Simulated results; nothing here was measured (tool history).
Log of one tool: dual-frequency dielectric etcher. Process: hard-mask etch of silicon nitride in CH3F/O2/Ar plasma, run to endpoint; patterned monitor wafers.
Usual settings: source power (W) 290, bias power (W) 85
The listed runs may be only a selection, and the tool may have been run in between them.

| run | hour | source power (W) | bias power (W) | incoming incoming film thickness, nm | endpoint time (s) |
|---|---|---|---|---|---|
| 1 | 0.0 | 290 | 85 | 32.05 | 53.2 |
| 2 | 9.9 | 290 | 85 | 31.84 | 52.7 |
| 3 | 26.5 | 290 | 85 | 31.79 | 52.7 |
| 4 | 40.3 | 290 | 85 | 32.24 | 53.8 |
| 5 | 57.2 | 290 | 85 | 31.79 | 52.7 |
| 6 | 63.9 | 290 | 85 | 31.88 | 53.0 |
|  | 78.1 | bias power generator calibrated |
| 7 | 78.6 | 290 | 85 | 31.75 | 52.8 |
| 8 | 84.7 | 290 | 85 | 31.76 | 53.1 |
|  | 119.2 | upper electrode replaced |
| 9 | 119.7 | 290 | 85 | 31.77 | 53.4 |
| 10 | 120.0 | 290 | 85 | 31.72 | 53.1 |
| 11 | 127.4 | 290 | 85 | 31.86 | 53.5 |
| 12 | 138.3 | 290 | 85 | 31.85 | 53.2 |
| 13 | 148.7 | 290 | 85 | 32.01 | 53.5 |
| 14 | 164.0 | 290 | 85 | 31.72 | 52.9 |
| 15 | 176.4 | 240 | 101 | 31.59 | 52.5 |
| 16 | 192.2 | 340 | 64 | 31.71 | 55.8 |
| 17 | 202.2 | 230 | 93 | 32.09 | 55.7 |
| 18 | 214.5 | 270 | 85 | 31.61 | 54.3 |
|  | 222.4 | source power generator calibrated |
| 19 | 224.6 | 250 | 103 | 32.06 | 52.5 |
| 20 | 241.8 | 290 | 85 | 31.89 | 53.9 |
| 21 | 249.8 | 290 | 105 | 32.06 | 50.0 |
|  | 280.1 | wet clean of the chamber |
| 22 | 280.6 | 290 | 85 | 31.86 | 51.8 |
| 23 | 281.0 | 220 | 103 | 31.87 | 52.3 |
| 24 | 291.0 | 330 | 85 | 31.99 | 50.5 |
| 25 | 304.6 | 240 | 70 | 32.02 | 58.8 |
| 26 | 317.0 | 310 | 91 | 32.25 | 50.4 |
| 27 | 333.4 | 290 | 85 | 32.14 | 52.8 |
| 28 | 345.0 | 360 | 68 | 32.02 | 53.1 |
| 29 | 357.8 | 290 | 85 | 31.59 | 52.0 |
| 30 | 369.6 | 240 | 100 | 31.91 | 51.8 |
| 31 | 387.1 | 220 | 98 | 31.94 | 53.7 |
| 32 | 395.7 | 320 | 85 | 31.90 | 51.0 |
| 33 | 407.2 | 290 | 85 | 31.85 | 52.3 |
| 34 | 424.0 | 320 | 69 | 31.71 | 54.4 |
| 35 | 436.5 | 250 | 72 | 31.78 | 58.0 |
| 36 | 444.1 | 320 | 91 | 31.87 | 49.7 |

3 options for the next run, each taken on its own from the tool as it stands now. Forecast them:
| A | 444.5 | 290 | 99 | 32.06 | ? |
| B | 444.5 | 220 | 75 | 32.06 | ? |
| C | 444.5 | 340 | 85 | 32.06 | ? |

| run | endpoint time (s) |
|---|---|
| A | 50.0 |
| B | 59.6 |
| C | 50.4 |
With no hidden state in the tool, these same runs would have given:
| run | endpoint time (s) |
|---|---|
| A | 49.4 |
| B | 58.8 |
| C | 49.8 |
